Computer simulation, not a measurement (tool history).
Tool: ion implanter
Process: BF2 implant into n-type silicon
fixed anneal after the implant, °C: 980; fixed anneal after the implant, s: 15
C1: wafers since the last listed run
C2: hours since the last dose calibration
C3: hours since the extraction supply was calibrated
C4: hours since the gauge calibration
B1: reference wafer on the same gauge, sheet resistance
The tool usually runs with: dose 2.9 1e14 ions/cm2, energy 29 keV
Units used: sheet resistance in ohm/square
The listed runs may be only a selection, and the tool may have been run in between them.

{"run": 1, "hour": 0.0, "dose": 2.9, "energy": 29, "C1": 0, "C2": 249.1, "C3": 3577.6, "C4": 163.8, "B1": 403.68, "sheet resistance": 366.26}
{"run": 2, "hour": 44.9, "dose": 2.9, "energy": 29, "C1": 873, "C2": 294, "C3": 3622.5, "C4": 208.7, "B1": 403.87, "sheet resistance": 366.51}
{"run": 3, "hour": 88.7, "dose": 2.9, "energy": 29, "C1": 852, "C2": 337.8, "C3": 3666.3, "C4": 252.5, "B1": 403.79, "sheet resistance": 367.35}
{"run": 4, "hour": 114.9, "dose": 2.9, "energy": 29, "C1": 509, "C2": 364, "C3": 3692.5, "C4": 278.7, "B1": 405.05, "sheet resistance": 362.06}
{"run": 5, "hour": 281.9, "dose": 2.9, "energy": 29, "C1": 3250, "C2": 531, "C3": 3859.5, "C4": 445.7, "B1": 403.04, "sheet resistance": 359.48}
{"run": 6, "hour": 312.1, "dose": 2.9, "energy": 29, "C1": 587, "C2": 561.2, "C3": 3889.7, "C4": 475.9, "B1": 404.17, "sheet resistance": 360.3}
{"run": 7, "hour": 369.6, "dose": 3.42, "energy": 23.5, "C1": 1119, "C2": 618.7, "C3": 3947.2, "C4": 533.4, "B1": 403.41, "sheet resistance": 317.48}
{"run": 8, "hour": 394.1, "dose": 3.42, "energy": 23.5, "C1": 476, "C2": 643.2, "C3": 3971.7, "C4": 557.9, "B1": 404.34, "sheet resistance": 317.17}
{"run": 9, "hour": 454.9, "dose": 2.9, "energy": 32, "C1": 1183, "C2": 704, "C3": 4032.5, "C4": 618.7, "B1": 404.11, "sheet resistance": 354.37}
{"run": 10, "hour": 518.4, "dose": 2.9, "energy": 29, "C1": 1235, "C2": 767.5, "C3": 4096, "C4": 682.2, "B1": 403.62, "sheet resistance": 351.78}
{"hour": 529.8, "done": "Faraday cup replaced and dose calibrated"}
{"run": 11, "hour": 560.7, "dose": 2.9, "energy": 29, "C1": 667, "C2": 30.9, "C3": 4138.3, "C4": 724.5, "B1": 403.76, "sheet resistance": 373.54}
{"run": 12, "hour": 624.9, "dose": 2.9, "energy": 29, "C1": 1249, "C2": 95.1, "C3": 4202.5, "C4": 788.7, "B1": 403.69, "sheet resistance": 370.18}
{"run": 13, "hour": 658.6, "dose": 2.9, "energy": 29, "C1": 655, "C2": 128.8, "C3": 4236.2, "C4": 822.4, "B1": 403.77, "sheet resistance": 372.26}
{"run": 14, "hour": 693.0, "dose": 2.9, "energy": 29, "C1": 669, "C2": 163.2, "C3": 4270.6, "C4": 856.8, "B1": 404.15, "sheet resistance": 369.48}
{"run": 15, "hour": 726.9, "dose": 3.58, "energy": 29, "C1": 659, "C2": 197.1, "C3": 4304.5, "C4": 890.7, "B1": 403.91, "sheet resistance": 311.02}
{"run": 16, "hour": 753.4, "dose": 3.56, "energy": 29, "C1": 515, "C2": 223.6, "C3": 4331, "C4": 917.2, "B1": 404.12, "sheet resistance": 308.1}
{"run": 17, "hour": 813.3, "dose": 2.9, "energy": 29, "C1": 1165, "C2": 283.5, "C3": 4390.9, "C4": 977.1, "B1": 403.98, "sheet resistance": 369.44}
{"run": 18, "hour": 853.0, "dose": 2.9, "energy": 29, "C1": 772, "C2": 323.2, "C3": 4430.6, "C4": 1016.8, "B1": 403.87, "sheet resistance": 367.31}
{"run": 19, "hour": 900.2, "dose": 2.9, "energy": 29, "C1": 918, "C2": 370.4, "C3": 4477.8, "C4": 1064, "B1": 403.46, "sheet resistance": 369.03}
{"run": 20, "hour": 925.4, "dose": 2.9, "energy": 29, "C1": 490, "C2": 395.6, "C3": 4503, "C4": 1089.2, "B1": 403.92, "sheet resistance": 368.09}
{"run": 21, "hour": 987.0, "dose": 2.57, "energy": 22.5, "C1": 1198, "C2": 457.2, "C3": 4564.6, "C4": 1150.8, "B1": 404.33, "sheet resistance": 406.52}
{"run": 22, "hour": 1032.6, "dose": 2.9, "energy": 29, "C1": 887, "C2": 502.8, "C3": 4610.2, "C4": 1196.4, "B1": 403.78, "sheet resistance": 366.62}
{"run": 23, "hour": 1086.2, "dose": 2.57, "energy": 39, "C1": 1043, "C2": 556.4, "C3": 4663.8, "C4": 1250, "B1": 403.75, "sheet resistance": 391.48}
{"run": 24, "hour": 1118.7, "dose": 3.34, "energy": 21, "C1": 632, "C2": 588.9, "C3": 4696.3, "C4": 1282.5, "B1": 403.91, "sheet resistance": 332.62}
{"hour": 1140.4, "done": "gauge calibrated"}
{"run": 25, "hour": 1180.2, "dose": 2.18, "energy": 29, "C1": 1196, "C2": 650.4, "C3": 4757.8, "C4": 39.8, "B1": 404.32, "sheet resistance": 449.25}
{"hour": 1203.8, "done": "extraction supply calibrated"}
{"run": 26, "hour": 1249.1, "dose": 2.9, "energy": 29, "C1": 1185, "C2": 719.3, "C3": 45.3, "C4": 108.7, "B1": 404.6, "sheet resistance": 354.05}
{"hour": 1302.8, "done": "Faraday cup replaced and dose calibrated"}
{"run": 27, "hour": 1303.3, "dose": 2.51, "energy": 22.5, "C1": 899, "C2": 0.5, "C3": 99.5, "C4": 162.9, "B1": 403.93, "sheet resistance": 421.48}
{"run": 28, "hour": 1357.2, "dose": 3.45, "energy": 37, "C1": 1049, "C2": 54.4, "C3": 153.4, "C4": 216.8, "B1": 404.31, "sheet resistance": 312.62}
{"run": 29, "hour": 1399.9, "dose": 2.5, "energy": 26.5, "C1": 831, "C2": 97.1, "C3": 196.1, "C4": 259.5, "B1": 402.99, "sheet resistance": 418.52}
{"run": 30, "hour": 1447.1, "dose": 2.1, "energy": 34.5, "C1": 918, "C2": 144.3, "C3": 243.3, "C4": 306.7, "B1": 404.36, "sheet resistance": 476.21}
{"run": 31, "hour": 1493.6, "dose": 2.9, "energy": 29, "C1": 905, "C2": 190.8, "C3": 289.8, "C4": 353.2, "B1": 405.1, "sheet resistance": 367.26}
{"run": 32, "hour": 1542.0, "dose": 3.75, "energy": 22.5, "C1": 942, "C2": 239.2, "C3": 338.2, "C4": 401.6, "B1": 404.37, "sheet resistance": 306}
{"run": 33, "hour": 1576.8, "dose": 3.51, "energy": 32, "C1": 677, "C2": 274, "C3": 373, "C4": 436.4, "B1": 404.49, "sheet resistance": 305.93}
{"run": 34, "hour": 1629.5, "dose": 2.9, "energy": 29, "C1": 1025, "C2": 326.7, "C3": 425.7, "C4": 489.1, "B1": 404.07, "sheet resistance": 367.62}
{"run": 35, "hour": 1689.6, "dose": 3.15, "energy": 19, "C1": 1169, "C2": 386.8, "C3": 485.8, "C4": 549.2, "B1": 403.93, "sheet resistance": 354.55}
{"run": 36, "hour": 1734.1, "dose": 2.9, "energy": 33, "C1": 866, "C2": 431.3, "C3": 530.3, "C4": 593.7, "B1": 404.36, "sheet resistance": 361.32}

Each run again, without the hidden state but with its own random variation kept:
The hidden state here: deviation of the true dose from the Faraday cup's reading, %; deviation of the true energy from its setpoint, %; gauge reads high (%).
run=1 sheet_resistance=368.31
run=2 sheet_resistance=369.3
run=3 sheet_resistance=370.98
run=4 sheet_resistance=366.17
run=5 sheet_resistance=367.95
run=6 sheet_resistance=369.76
run=7 sheet_resistance=326.6
run=8 sheet_resistance=327
run=9 sheet_resistance=369.18
run=10 sheet_resistance=368.89
run=11 sheet_resistance=372.6
run=12 sheet_resistance=369.5
run=13 sheet_resistance=371.8
run=14 sheet_resistance=369.33
run=15 sheet_resistance=311.2
run=16 sheet_resistance=308.56
run=17 sheet_resistance=370.91
run=18 sheet_resistance=369.5
run=19 sheet_resistance=372.21
run=20 sheet_resistance=371.85
run=21 sheet_resistance=412.28
run=22 sheet_resistance=373.25
run=23 sheet_resistance=400.25
run=24 sheet_resistance=340.03
run=25 sheet_resistance=463.27
run=26 sheet_resistance=368.1
run=27 sheet_resistance=422.71
run=28 sheet_resistance=313.71
run=29 sheet_resistance=420.07
run=30 sheet_resistance=478.31
run=31 sheet_resistance=369.45
run=32 sheet_resistance=307.99
run=33 sheet_resistance=308.82
run=34 sheet_resistance=371.92
run=35 sheet_resistance=359.18
run=36 sheet_resistance=368.03

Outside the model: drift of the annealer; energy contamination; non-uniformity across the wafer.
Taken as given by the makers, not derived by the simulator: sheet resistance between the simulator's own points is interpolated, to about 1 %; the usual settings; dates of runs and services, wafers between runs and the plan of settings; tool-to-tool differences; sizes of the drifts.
